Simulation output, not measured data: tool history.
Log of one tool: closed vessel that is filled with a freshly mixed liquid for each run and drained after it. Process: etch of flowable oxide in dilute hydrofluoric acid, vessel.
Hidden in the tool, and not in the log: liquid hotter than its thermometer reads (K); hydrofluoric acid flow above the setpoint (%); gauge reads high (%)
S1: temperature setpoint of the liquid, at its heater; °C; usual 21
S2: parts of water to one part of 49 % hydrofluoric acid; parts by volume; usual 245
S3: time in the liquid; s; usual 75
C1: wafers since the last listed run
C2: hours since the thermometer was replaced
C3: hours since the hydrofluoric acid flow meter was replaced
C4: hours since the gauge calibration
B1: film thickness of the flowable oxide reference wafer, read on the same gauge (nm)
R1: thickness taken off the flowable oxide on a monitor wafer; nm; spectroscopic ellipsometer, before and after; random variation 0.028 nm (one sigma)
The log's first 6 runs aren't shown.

-- hour=475.1 thermometer replaced
run 7 hour=648.8 | S1=21 S2=245 S3=75 | C1=24803 C2=173.7 C3=321.7 C4=463.1 | B1=60.01 | R1=6.54
run 8 hour=719.3 | S1=21 S2=245 S3=75 | C1=6783 C2=244.2 C3=392.2 C4=533.6 | B1=60.01 | R1=6.56
run 9 hour=768.1 | S1=21 S2=245 S3=75 | C1=4695 C2=293 C3=441 C4=582.4 | B1=60 | R1=6.64
run 10 hour=825.6 | S1=21 S2=245 S3=75 | C1=5532 C2=350.5 C3=498.5 C4=639.9 | B1=60.01 | R1=6.65
run 11 hour=888.5 | S1=21 S2=245 S3=75 | C1=6051 C2=413.4 C3=561.4 C4=702.8 | B1=59.96 | R1=6.67
run 12 hour=993.7 | S1=21 S2=155 S3=75 | C1=10121 C2=518.6 C3=666.6 C4=808 | B1=59.98 | R1=11.57
run 13 hour=1031.2 | S1=17 S2=145 S3=45 | C1=3607 C2=556.1 C3=704.1 C4=845.5 | B1=59.97 | R1=6.4
run 14 hour=1070.8 | S1=25.5 S2=245 S3=40 | C1=3810 C2=595.7 C3=743.7 C4=885.1 | B1=59.99 | R1=4.24
run 15 hour=1134.1 | S1=21 S2=245 S3=75 | C1=6090 C2=659 C3=807 C4=948.4 | B1=59.97 | R1=6.74
run 16 hour=1238.1 | S1=21 S2=245 S3=60 | C1=10006 C2=763 C3=911 C4=1052.4 | B1=59.99 | R1=5.44
run 17 hour=1305.8 | S1=22.5 S2=150 S3=115 | C1=6513 C2=830.7 C3=978.7 C4=1120.1 | B1=60 | R1=19.95
-- hour=1358.9 hydrofluoric acid flow meter replaced
run 18 hour=1380.3 | S1=24.5 S2=135 S3=50 | C1=7071 C2=905.2 C3=21.4 C4=1194.6 | B1=59.98 | R1=9.91
run 19 hour=1435.9 | S1=21 S2=245 S3=110 | C1=5349 C2=960.8 C3=77 C4=1250.2 | B1=60.03 | R1=9.43
run 20 hour=1508.5 | S1=21 S2=245 S3=75 | C1=6985 C2=1033.4 C3=149.6 C4=1322.8 | B1=60.01 | R1=6.44
-- hour=1565.3 thermometer replaced
run 21 hour=1565.8 | S1=21 S2=245 S3=75 | C1=5416 C2=0.5 C3=206.9 C4=1380.1 | B1=60 | R1=6.45
run 22 hour=1635.4 | S1=23.5 S2=315 S3=35 | C1=6696 C2=70.1 C3=276.5 C4=1449.7 | B1=60.04 | R1=2.43
run 23 hour=1699.3 | S1=23 S2=325 S3=60 | C1=6147 C2=134 C3=340.4 C4=1513.6 | B1=60.02 | R1=3.93
run 24 hour=1772.1 | S1=18 S2=165 S3=105 | C1=7004 C2=206.8 C3=413.2 C4=1586.4 | B1=60.01 | R1=13.04
run 25 hour=1873.2 | S1=24 S2=245 S3=105 | C1=9727 C2=307.9 C3=514.3 C4=1687.5 | B1=59.98 | R1=10.29
run 26 hour=2043.4 | S1=21 S2=340 S3=110 | C1=16375 C2=478.1 C3=684.5 C4=1857.7 | B1=59.99 | R1=6.45
run 27 hour=2144.2 | S1=21 S2=245 S3=75 | C1=9698 C2=578.9 C3=785.3 C4=1958.5 | B1=60.03 | R1=6.72
run 28 hour=2184.3 | S1=21 S2=245 S3=100 | C1=3858 C2=619 C3=825.4 C4=1998.6 | B1=60 | R1=8.95
run 29 hour=2271.4 | S1=22.5 S2=355 S3=60 | C1=8380 C2=706.1 C3=912.5 C4=2085.7 | B1=59.98 | R1=3.56

Run 30 comes next. What will it give?
-- hour=2359.1 hydrofluoric acid flow meter replaced
run 30 hour=2410.2 | S1=21 S2=245 S3=75 | C1=13258 C2=844.9 C3=51.1 C4=2224.5 | B1=? | R1=?

Run 30 gave B1 60.02, R1 6.48 nm.
Without the tool's hidden state the same run would have given R1 6.44 nm.
